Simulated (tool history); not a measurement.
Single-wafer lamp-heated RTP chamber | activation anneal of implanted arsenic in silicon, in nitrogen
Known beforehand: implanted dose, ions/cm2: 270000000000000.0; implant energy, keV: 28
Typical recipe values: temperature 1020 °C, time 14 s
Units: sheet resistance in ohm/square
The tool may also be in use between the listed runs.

run	day	temperature	time	wafers since the last listed run	wafers since the last pyrometer calibration	wafers since the reflector plate was cleaned	hours since the gauge calibration	read-back reference wafer on the same gauge, sheet resistance	sheet resistance
1	0	1014	16	0	3224	762	625.3	266.33	285.11
2	2.05	1020	14	760	3985	1522	674.5	266.38	284.84
# day 3.679: pyrometer window cleaned and pyrometer calibrated
3	4.925	1020	14	943	463	2466	743.5	266.38	284.28
4	8.479	1020	14	1318	1781	3784	828.8	266.04	284.12
5	10.617	997	18	793	2574	4577	880.1	266.07	285.09
6	13.279	997	18	987	3562	5565	944	266.04	284.55
# day 13.85: pyrometer window cleaned and pyrometer calibrated
# day 25.575: pyrometer window cleaned and pyrometer calibrated
7	25.862	1027	20	4421	106	9987	1246	265.85	282.13
8	29.217	1027	20	1244	1350	11231	1326.5	265.69	282.31
# day 29.683: gauge calibrated
9	30.988	1020	14	657	2008	11888	31.3	268.61	285.87
# day 32.188: reflector plate cleaned
# day 35.846: pyrometer window cleaned and pyrometer calibrated
10	38.867	1040	14	2676	1121	2355	220.4	267.38	283.78
11	40.479	992	7	598	1719	2953	259.1	267.25	288.45
12	42.246	1046	18	655	2375	3608	301.5	267.32	281.4
13	44.262	1039	14	748	3123	4357	349.9	266.91	283.8
14	47.146	994	19	1069	4193	5427	419.1	266.74	285.35
# day 47.488: pyrometer window cleaned and pyrometer calibrated
15	51.45	993	20	1473	1470	6900	522.4	266.29	285.23
16	55.104	993	20	1355	2826	8256	610.1	266.14	285.5
# day 58.933: pyrometer window cleaned and pyrometer calibrated
17	58.954	1039	17	1304	7	9561	702.5	266.07	281.4

Each row is a separate what-if for the run after 17, all from the same tool condition, not one after another. Results?
A	58.971	1020	7	6	13	9567	702.9	?	?
B	58.971	1020	6	6	13	9567	702.9	?	?
C	58.971	998	21	6	13	9567	702.9	?	?

run	read-back reference wafer on the same gauge, sheet resistance	sheet resistance
A	265.93	286.21
B	265.93	286.65
C	265.93	284.25
The same runs, with their run-to-run variation unchanged, on a tool lacking any hidden condition would have given:
run	sheet resistance
A	289.43
B	289.87
C	287.44
